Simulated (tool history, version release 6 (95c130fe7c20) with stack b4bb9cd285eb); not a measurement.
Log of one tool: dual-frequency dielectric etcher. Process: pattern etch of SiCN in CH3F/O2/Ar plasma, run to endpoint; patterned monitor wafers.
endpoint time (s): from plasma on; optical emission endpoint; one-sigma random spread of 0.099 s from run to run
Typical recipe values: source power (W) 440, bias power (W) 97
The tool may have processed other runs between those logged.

run,hour,source power (W),bias power (W),wafers since the last listed run,hours since the last wet clean,hours since the last source power generator calibration,hours since the last bias power generator calibration,hours since the last upper electrode change,"incoming incoming film thickness, nm",endpoint time (s)
1,0,440,97,0,443.9,5013.7,1791.8,2152.5,5.87,12.4
# hour 11.7: wet clean of the chamber
2,29.9,440,97,246,18.2,5043.6,1821.7,2182.4,5.98,13.3
3,64.8,440,97,472,53.1,5078.5,1856.6,2217.3,5.91,13.2
4,87.5,440,97,307,75.8,5101.2,1879.3,2240,5.91,13.1
5,109.4,440,97,296,97.7,5123.1,1901.2,2261.9,5.99,13.2
6,123.5,440,97,190,111.8,5137.2,1915.3,2276,5.81,12.8
7,144.6,440,97,285,132.9,5158.3,1936.4,2297.1,5.89,12.8
8,180.4,490,97,484,168.7,5194.1,1972.2,2332.9,5.92,12.4
9,200.4,490,97,270,188.7,5214.1,1992.2,2352.9,5.86,12.2
10,227.6,490,97,368,215.9,5241.3,2019.4,2380.1,5.91,12.2
11,254.1,440,97,358,242.4,5267.8,2045.9,2406.6,5.92,12.7
12,266.2,440,97,163,254.5,5279.9,2058,2418.7,5.91,12.7
13,286.6,440,97,276,274.9,5300.3,2078.4,2439.1,5.88,12.7
14,319.8,440,97,449,308.1,5333.5,2111.6,2472.3,5.87,12.7
15,354.6,440,97,471,342.9,5368.3,2146.4,2507.1,5.91,12.6
16,385.6,440,104,419,373.9,5399.3,2177.4,2538.1,5.93,12.3
17,404.9,500,115,261,393.2,5418.6,2196.7,2557.4,5.94,11
# hour 421.3: source power generator calibrated
18,426.7,510,97,240,415,5.4,2218.5,2579.2,5.85,11.6
# hour 452.7: bias power generator calibrated
19,453.2,520,111,304,441.5,31.9,0.5,2605.7,5.88,10.9
20,481.5,440,97,383,469.8,60.2,28.8,2634,5.91,12.4
# hour 521.3: upper electrode replaced, of another model than before
21,521.8,470,111,220,510.1,100.5,69.1,0.5,5.92,10.9
22,528.3,340,97,87,516.6,107,75.6,7,5.86,14.5
# hour 557.8: wet clean of the chamber
23,558.3,530,97,81,0.5,137,105.6,37,5.82,11.7
24,574.6,490,97,220,16.8,153.3,121.9,53.3,5.87,12.3
25,592.7,390,111,245,34.9,171.4,140,71.4,5.91,13.1
26,617.2,500,97,331,59.4,195.9,164.5,95.9,5.83,12.1
27,644.6,530,109,370,86.8,223.3,191.9,123.3,5.91,11
28,737.5,440,97,1257,179.7,316.2,284.8,216.2,5.9,12.9
29,754,400,120,223,196.2,332.7,301.3,232.7,5.9,12.1

Here are 5 independent what-if runs from the current tool condition. What would each one return?
A,754.4,350,97,5,196.6,333.1,301.7,233.1,5.87,?
B,754.4,480,81,5,196.6,333.1,301.7,233.1,5.87,?
C,754.4,390,119,5,196.6,333.1,301.7,233.1,5.87,?
D,754.4,480,97,5,196.6,333.1,301.7,233.1,5.87,?
E,754.4,540,116,5,196.6,333.1,301.7,233.1,5.87,?

run,endpoint time (s)
A,14.9
B,13.7
C,12.1
D,12.2
E,10.2
Without the tool's unlogged condition, the same runs would have read:
run,endpoint time (s)
A,15.1
B,13.9
C,12.3
D,12.3
E,10.3

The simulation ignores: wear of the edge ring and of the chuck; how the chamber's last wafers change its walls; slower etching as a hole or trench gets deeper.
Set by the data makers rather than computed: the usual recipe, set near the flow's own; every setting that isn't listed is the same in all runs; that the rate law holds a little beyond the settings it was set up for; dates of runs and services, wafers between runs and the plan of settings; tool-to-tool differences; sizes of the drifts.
